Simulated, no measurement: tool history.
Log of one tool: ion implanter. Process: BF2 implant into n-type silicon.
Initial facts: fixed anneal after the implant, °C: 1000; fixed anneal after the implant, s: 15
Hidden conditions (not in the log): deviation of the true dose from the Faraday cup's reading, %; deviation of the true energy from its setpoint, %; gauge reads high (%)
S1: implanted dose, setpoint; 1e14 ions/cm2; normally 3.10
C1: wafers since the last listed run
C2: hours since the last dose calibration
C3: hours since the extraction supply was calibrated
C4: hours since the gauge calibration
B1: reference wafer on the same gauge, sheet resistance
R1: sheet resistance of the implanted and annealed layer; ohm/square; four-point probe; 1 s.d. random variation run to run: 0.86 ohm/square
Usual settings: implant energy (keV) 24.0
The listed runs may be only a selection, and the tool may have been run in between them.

Run 1, hour 0.0: usual settings but implant energy (keV) 21.0; C1 0; C2 1235.0; C3 2493.4; C4 900.7; B1 342.97. Result: R1 369.36 ohm/square.
Run 2, hour 56.0: usual settings but implant energy (keV) 26.0; C1 881; C2 1291.0; C3 2549.4; C4 956.7; B1 342.86. Result: R1 364.15 ohm/square.
Run 3, hour 127.5: usual settings but S1 2.86 1e14 ions/cm2, implant energy (keV) 18.5; C1 1125; C2 1362.5; C3 2620.9; C4 1028.2; B1 343.01. Result: R1 402.23 ohm/square.
Run 4, hour 195.4: usual settings but S1 2.86 1e14 ions/cm2, implant energy (keV) 18.5; C1 1069; C2 1430.4; C3 2688.8; C4 1096.1; B1 343.36. Result: R1 401.19 ohm/square.
Run 5, hour 293.6: usual settings; C1 1546; C2 1528.6; C3 2787.0; C4 1194.3; B1 342.56. Result: R1 368.60 ohm/square.
Run 6, hour 362.4: usual settings but implant energy (keV) 18.5; C1 1083; C2 1597.4; C3 2855.8; C4 1263.1; B1 343.37. Result: R1 377.14 ohm/square.
Run 7, hour 403.7: usual settings; C1 650; C2 1638.7; C3 2897.1; C4 1304.4; B1 342.94. Result: R1 367.19 ohm/square.
Run 8, hour 463.5: usual settings; C1 941; C2 1698.5; C3 2956.9; C4 1364.2; B1 343.03. Result: R1 368.90 ohm/square.
Run 9, hour 528.4: usual settings; C1 1021; C2 1763.4; C3 3021.8; C4 1429.1; B1 342.92. Result: R1 369.62 ohm/square.
Run 10, hour 570.1: usual settings; C1 656; C2 1805.1; C3 3063.5; C4 1470.8; B1 342.92. Result: R1 369.48 ohm/square.
Run 11, hour 678.1: usual settings but S1 3.80 1e14 ions/cm2, implant energy (keV) 29.0; C1 1700; C2 1913.1; C3 3171.5; C4 1578.8; B1 343.16. Result: R1 305.93 ohm/square.
Run 12, hour 743.7: usual settings but S1 3.72 1e14 ions/cm2, implant energy (keV) 15.5; C1 1032; C2 1978.7; C3 3237.1; C4 1644.4; B1 343.28. Result: R1 340.68 ohm/square.
Run 13, hour 826.1: usual settings but S1 2.52 1e14 ions/cm2, implant energy (keV) 27.5; C1 1297; C2 2061.1; C3 3319.5; C4 1726.8; B1 343.09. Result: R1 435.28 ohm/square.
At hour 851.6: Faraday cup replaced and dose calibrated.
At hour 860.2: gauge calibrated.
Run 14, hour 905.6: usual settings but S1 4.00 1e14 ions/cm2, implant energy (keV) 27.5; C1 1125; C2 54.0; C3 3399.0; C4 45.4; B1 343.02. Result: R1 287.31 ohm/square.
Run 15, hour 949.6: usual settings but implant energy (keV) 28.0; C1 692; C2 98.0; C3 3443.0; C4 89.4; B1 343.02. Result: R1 355.87 ohm/square.
Run 16, hour 1154.9: usual settings but implant energy (keV) 20.0; C1 3232; C2 303.3; C3 3648.3; C4 294.7; B1 343.02. Result: R1 366.21 ohm/square.
Run 17, hour 1244.5: usual settings but S1 2.29 1e14 ions/cm2, implant energy (keV) 20.5; C1 1410; C2 392.9; C3 3737.9; C4 384.3; B1 342.96. Result: R1 471.43 ohm/square.
At hour 1301.6: extraction supply calibrated.
Run 18, hour 1339.0: usual settings; C1 1361; C2 487.4; C3 37.4; C4 478.8; B1 342.90. Result: R1 362.19 ohm/square.
Run 19, hour 1433.3: usual settings; C1 1484; C2 581.7; C3 131.7; C4 573.1; B1 342.91. Result: R1 362.46 ohm/square.
Run 20, hour 1524.4: usual settings but S1 2.72 1e14 ions/cm2, implant energy (keV) 21.0; C1 1434; C2 672.8; C3 222.8; C4 664.2; B1 343.26. Result: R1 408.93 ohm/square.
Run 21, hour 1798.2: usual settings but S1 3.65 1e14 ions/cm2, implant energy (keV) 16.0; C1 4310; C2 946.6; C3 496.6; C4 938.0; B1 342.99. Result: R1 338.99 ohm/square.

Each row is a separate what-if for the run after 21, all from the same tool condition, not one after another. Results?
Run A, hour 1798.6: usual settings but implant energy (keV) 31.0; C1 6; C2 947.0; C3 497.0; C4 938.4; B1 ?. Result: R1 ?.
Run B, hour 1798.6: usual settings but S1 3.50 1e14 ions/cm2; C1 6; C2 947.0; C3 497.0; C4 938.4; B1 ?. Result: R1 ?.
Run C, hour 1798.6: usual settings but S1 2.74 1e14 ions/cm2; C1 6; C2 947.0; C3 497.0; C4 938.4; B1 ?. Result: R1 ?.
Run D, hour 1798.6: usual settings but implant energy (keV) 21.5; C1 6; C2 947.0; C3 497.0; C4 938.4; B1 ?. Result: R1 ?.

run      B1      R1
  A  342.92  356.77
  B  342.92  329.01
  C  342.92  403.14
  D  342.92  367.27
With the hidden condition removed and each run's random variation left untouched, the same runs would have given:
run      R1
  A  350.47
  B  323.52
  C  396.19
  D  361.12
